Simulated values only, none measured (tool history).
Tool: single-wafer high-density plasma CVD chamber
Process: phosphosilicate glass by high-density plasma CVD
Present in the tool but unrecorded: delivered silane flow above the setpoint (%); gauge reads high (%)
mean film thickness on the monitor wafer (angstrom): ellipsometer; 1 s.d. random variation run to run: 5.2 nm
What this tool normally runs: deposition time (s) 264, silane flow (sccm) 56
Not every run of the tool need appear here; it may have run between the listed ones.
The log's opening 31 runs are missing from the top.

run	hour	deposition time (s)	silane flow (sccm)	wafers since the last listed run	hours since the silane flow controller was replaced	hours since the gauge calibration	read-back reference wafer on the same gauge, thickness_nm	mean film thickness on the monitor wafer (angstrom)
32	1753.4	287	56	290	198.6	851.1	1322.314	13292.44
33	1784.0	213	48	281	229.2	881.7	1323.580	9129.11
34	1841.3	235	52	527	286.5	939.0	1323.681	10477.66
35	1876.6	264	62	324	321.8	974.3	1322.649	12836.41
36	1945.9	247	62	638	391.1	1043.6	1322.667	11990.96
37	1974.2	298	50	260	419.4	1071.9	1320.237	12877.84
38	2025.3	289	48	470	470.5	1123.0	1320.259	12261.95
39	2085.4	236	56	553	530.6	1183.1	1322.093	10919.76
40	2151.1	264	56	604	596.3	1248.8	1320.177	12148.29

Forecast each of these 4 alternatives for the next run:
A	2151.6	264	56	4	596.8	1249.3	?	?
B	2151.6	264	61	4	596.8	1249.3	?	?
C	2151.6	247	65	4	596.8	1249.3	?	?
D	2151.6	239	64	4	596.8	1249.3	?	?

run	read-back reference wafer on the same gauge, thickness_nm	mean film thickness on the monitor wafer (angstrom)
A	1322.687	12177.60
B	1322.687	12721.25
C	1322.687	12308.99
D	1322.687	11811.88
Without the tool's unlogged condition, the same runs would have read:
run	mean film thickness on the monitor wafer (angstrom)
A	12361.90
B	12913.77
C	12495.27
D	11990.64
